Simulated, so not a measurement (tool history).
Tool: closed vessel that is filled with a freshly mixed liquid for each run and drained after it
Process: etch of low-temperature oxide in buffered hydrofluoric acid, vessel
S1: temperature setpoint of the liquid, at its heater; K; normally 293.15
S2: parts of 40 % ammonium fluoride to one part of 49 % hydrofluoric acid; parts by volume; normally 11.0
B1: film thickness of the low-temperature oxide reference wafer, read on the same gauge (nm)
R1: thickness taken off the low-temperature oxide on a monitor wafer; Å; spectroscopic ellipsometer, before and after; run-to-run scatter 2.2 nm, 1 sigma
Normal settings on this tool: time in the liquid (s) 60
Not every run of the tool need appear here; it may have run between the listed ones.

run 1 hour=0.0 | S1=294.65 S2=11.0 time_in_the_liquid_(s)=45 | B1=139.98 | R1=1666.3
run 2 hour=44.6 | S1=293.15 S2=11.0 time_in_the_liquid_(s)=60 | B1=139.99 | R1=2033.3
run 3 hour=130.8 | S1=297.15 S2=11.0 time_in_the_liquid_(s)=60 | B1=140.05 | R1=2585.1
run 4 hour=210.2 | S1=297.15 S2=11.0 time_in_the_liquid_(s)=60 | B1=140.02 | R1=2552.4
run 5 hour=307.7 | S1=297.15 S2=11.0 time_in_the_liquid_(s)=60 | B1=139.97 | R1=2536.4
run 6 hour=369.0 | S1=293.15 S2=11.0 time_in_the_liquid_(s)=60 | B1=139.96 | R1=2014.0
run 7 hour=453.1 | S1=293.15 S2=11.0 time_in_the_liquid_(s)=60 | B1=139.97 | R1=2049.1
-- hour=476.7 hydrofluoric acid flow meter replaced
run 8 hour=553.4 | S1=293.15 S2=10.0 time_in_the_liquid_(s)=60 | B1=139.98 | R1=2243.6
-- hour=554.8 thermometer replaced
run 9 hour=601.1 | S1=293.15 S2=10.0 time_in_the_liquid_(s)=60 | B1=140.04 | R1=2054.9
run 10 hour=655.3 | S1=293.15 S2=14.5 time_in_the_liquid_(s)=60 | B1=139.97 | R1=1401.1
run 11 hour=706.5 | S1=297.65 S2=11.0 time_in_the_liquid_(s)=60 | B1=139.99 | R1=2364.5
run 12 hour=798.9 | S1=293.15 S2=11.0 time_in_the_liquid_(s)=60 | B1=139.98 | R1=1871.0
-- hour=821.4 gauge calibrated
run 13 hour=874.2 | S1=290.15 S2=8.0 time_in_the_liquid_(s)=90 | B1=140.01 | R1=3080.3
-- hour=920.1 thermometer replaced, repeated, since the last time left the tool worse
run 14 hour=962.5 | S1=293.15 S2=11.0 time_in_the_liquid_(s)=60 | B1=140.00 | R1=2167.7
run 15 hour=1044.7 | S1=293.15 S2=11.0 time_in_the_liquid_(s)=60 | B1=140.02 | R1=2201.4
-- hour=1069.8 hydrofluoric acid flow meter replaced
run 16 hour=1110.7 | S1=293.15 S2=15.5 time_in_the_liquid_(s)=30 | B1=140.03 | R1=779.6
run 17 hour=1197.4 | S1=294.65 S2=13.0 time_in_the_liquid_(s)=70 | B1=140.01 | R1=2296.9
run 18 hour=1291.1 | S1=291.15 S2=12.5 time_in_the_liquid_(s)=30 | B1=139.98 | R1=856.1
run 19 hour=1368.7 | S1=293.15 S2=12.5 time_in_the_liquid_(s)=60 | B1=140.03 | R1=1883.2
run 20 hour=1406.1 | S1=293.15 S2=11.0 time_in_the_liquid_(s)=45 | B1=140.03 | R1=1566.8
run 21 hour=1490.6 | S1=297.65 S2=7.5 time_in_the_liquid_(s)=45 | B1=140.02 | R1=2913.1

5 ways to go on from here, each from the tool as it stands after run 21. What would each give?
run A hour=1491.3 | S1=293.15 S2=11.0 time_in_the_liquid_(s)=60 | B1=? | R1=?
run B hour=1491.3 | S1=290.15 S2=13.0 time_in_the_liquid_(s)=40 | B1=? | R1=?
run C hour=1491.3 | S1=294.65 S2=6.5 time_in_the_liquid_(s)=90 | B1=? | R1=?
run D hour=1491.3 | S1=296.65 S2=6.5 time_in_the_liquid_(s)=85 | B1=? | R1=?
run E hour=1491.3 | S1=296.15 S2=10.0 time_in_the_liquid_(s)=40 | B1=? | R1=?

run=A B1=139.96 R1=2101.3
run=B B1=139.96 R1=1003.2
run=C B1=139.96 R1=5627.1
run=D B1=139.96 R1=5934.7
run=E B1=139.96 R1=1816.4
What these runs would have given with no unlogged condition in the tool:
run=A R1=2170.8
run=B R1=1037.1
run=C R1=5811.0
run=D R1=6126.1
run=E R1=1875.3
